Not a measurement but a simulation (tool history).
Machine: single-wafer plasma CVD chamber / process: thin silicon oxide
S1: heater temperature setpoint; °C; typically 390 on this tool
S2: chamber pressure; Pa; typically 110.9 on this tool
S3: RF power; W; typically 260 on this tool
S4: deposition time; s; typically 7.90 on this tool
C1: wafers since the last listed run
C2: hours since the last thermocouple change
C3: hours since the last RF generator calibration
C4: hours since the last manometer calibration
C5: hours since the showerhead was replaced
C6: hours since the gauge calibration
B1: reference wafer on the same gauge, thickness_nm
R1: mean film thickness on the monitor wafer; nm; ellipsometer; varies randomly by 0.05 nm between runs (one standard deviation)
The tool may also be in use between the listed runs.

| run | day | S1 | S2 | S3 | S4 | C1 | C2 | C3 | C4 | C5 | C6 | B1 | R1 |
|---|---|---|---|---|---|---|---|---|---|---|---|---|---|
| 1 | 0.000 | 400 | 101.5 | 260 | 7.90 | 0 | 1528.9 | 1451.3 | 2337.0 | 4255.6 | 1118.9 | 12.493 | 12.389 |
| 2 | 2.483 | 400 | 101.5 | 260 | 7.90 | 1894 | 1588.5 | 1510.9 | 2396.6 | 4315.2 | 1178.5 | 12.500 | 12.428 |
| 3 | 6.133 | 400 | 101.5 | 260 | 7.90 | 2783 | 1676.1 | 1598.5 | 2484.2 | 4402.8 | 1266.1 | 12.498 | 12.385 |
| 4 | 9.233 | 390 | 110.9 | 260 | 7.90 | 2364 | 1750.5 | 1672.9 | 2558.6 | 4477.2 | 1340.5 | 12.509 | 13.097 |
| 5 | 12.554 | 390 | 110.9 | 260 | 7.90 | 2532 | 1830.2 | 1752.6 | 2638.3 | 4556.9 | 1420.2 | 12.489 | 13.103 |
|  | 13.892 | capacitance manometer re-zeroed and calibrated |
| 6 | 16.833 | 390 | 110.9 | 260 | 7.90 | 3009 | 1932.9 | 1855.3 | 70.6 | 4659.6 | 1522.9 | 12.498 | 13.035 |
| 7 | 20.954 | 390 | 110.9 | 300 | 7.90 | 3142 | 2031.8 | 1954.2 | 169.5 | 4758.5 | 1621.8 | 12.490 | 13.757 |
| 8 | 23.283 | 390 | 110.9 | 260 | 7.90 | 1776 | 2087.7 | 2010.1 | 225.4 | 4814.4 | 1677.7 | 12.504 | 13.042 |
| 9 | 27.646 | 390 | 110.9 | 260 | 7.90 | 3327 | 2192.4 | 2114.8 | 330.1 | 4919.1 | 1782.4 | 12.509 | 13.139 |
| 10 | 30.792 | 390 | 110.9 | 260 | 7.90 | 2399 | 2267.9 | 2190.3 | 405.6 | 4994.6 | 1857.9 | 12.489 | 13.156 |
|  | 36.746 | thermocouple changed; heater temperature recalibrated |
| 11 | 37.583 | 390 | 101.6 | 260 | 7.90 | 4925 | 20.1 | 2353.3 | 568.6 | 5157.6 | 2020.9 | 12.493 | 12.521 |
| 12 | 39.446 | 378 | 103.5 | 295 | 7.90 | 1420 | 64.8 | 2398.0 | 613.3 | 5202.3 | 2065.6 | 12.503 | 13.198 |
|  | 40.500 | gauge calibrated |
|  | 41.567 | showerhead replaced |
|  | 42.638 | RF generator calibrated |
| 13 | 42.658 | 390 | 129.5 | 305 | 8.42 | 1941 | 141.9 | 0.5 | 690.4 | 26.2 | 51.8 | 12.500 | 15.968 |
| 14 | 44.800 | 390 | 110.9 | 260 | 7.00 | 1633 | 193.3 | 51.9 | 741.8 | 77.6 | 103.2 | 12.504 | 11.592 |
| 15 | 48.008 | 379 | 130.1 | 260 | 7.90 | 2446 | 270.3 | 128.9 | 818.8 | 154.6 | 180.2 | 12.488 | 14.206 |
| 16 | 51.929 | 390 | 88.5 | 260 | 7.90 | 2990 | 364.4 | 223.0 | 912.9 | 248.7 | 274.3 | 12.496 | 11.592 |
| 17 | 54.479 | 390 | 110.9 | 260 | 7.90 | 1944 | 425.6 | 284.2 | 974.1 | 309.9 | 335.5 | 12.506 | 13.001 |
| 18 | 63.383 | 382 | 99.2 | 310 | 6.59 | 6791 | 639.3 | 497.9 | 1187.8 | 523.6 | 549.2 | 12.499 | 10.966 |
| 19 | 67.521 | 390 | 110.9 | 260 | 7.90 | 3155 | 738.6 | 597.2 | 1287.1 | 622.9 | 648.5 | 12.503 | 13.056 |
| 20 | 69.842 | 380 | 110.9 | 260 | 9.28 | 1770 | 794.3 | 652.9 | 1342.8 | 678.6 | 704.2 | 12.493 | 15.483 |
| 21 | 73.325 | 390 | 110.9 | 290 | 7.90 | 2656 | 877.9 | 736.5 | 1426.4 | 762.2 | 787.8 | 12.507 | 13.592 |
| 22 | 77.033 | 390 | 110.9 | 240 | 6.49 | 2828 | 966.9 | 825.5 | 1515.4 | 851.2 | 876.8 | 12.504 | 10.440 |
| 23 | 79.083 | 390 | 110.9 | 260 | 7.90 | 1563 | 1016.1 | 874.7 | 1564.6 | 900.4 | 926.0 | 12.500 | 13.032 |
| 24 | 81.188 | 390 | 110.9 | 260 | 7.90 | 1604 | 1066.6 | 925.2 | 1615.1 | 950.9 | 976.5 | 12.492 | 13.052 |
| 25 | 83.442 | 384 | 110.9 | 215 | 7.90 | 1719 | 1120.7 | 979.3 | 1669.2 | 1005.0 | 1030.6 | 12.503 | 12.178 |
| 26 | 87.267 | 390 | 110.9 | 275 | 6.51 | 2917 | 1212.5 | 1071.1 | 1761.0 | 1096.8 | 1122.4 | 12.487 | 10.984 |
| 27 | 90.067 | 400 | 120.7 | 260 | 7.90 | 2135 | 1279.7 | 1138.3 | 1828.2 | 1164.0 | 1189.6 | 12.495 | 13.527 |
| 28 | 93.625 | 390 | 110.9 | 260 | 7.90 | 2713 | 1365.1 | 1223.7 | 1913.6 | 1249.4 | 1275.0 | 12.510 | 13.053 |
| 29 | 95.821 | 390 | 110.9 | 260 | 7.90 | 1674 | 1417.8 | 1276.4 | 1966.3 | 1302.1 | 1327.7 | 12.480 | 13.016 |

Describe how what the log doesn't record of the tool's condition differs between the last listed run preceding each entry between runs and the first listed run following it.
Run 5 -> run 6: capacitance manometer re-zeroed and calibrated (day 13.892)
  both runs share identical hidden conditions
Run 10 -> run 11: thermocouple changed; heater temperature recalibrated (day 36.746)
  both runs share identical hidden conditions
Run 12 -> run 13: gauge calibrated (day 40.500); showerhead replaced (day 41.567); RF generator calibrated (day 42.638)
  both runs share identical hidden conditions
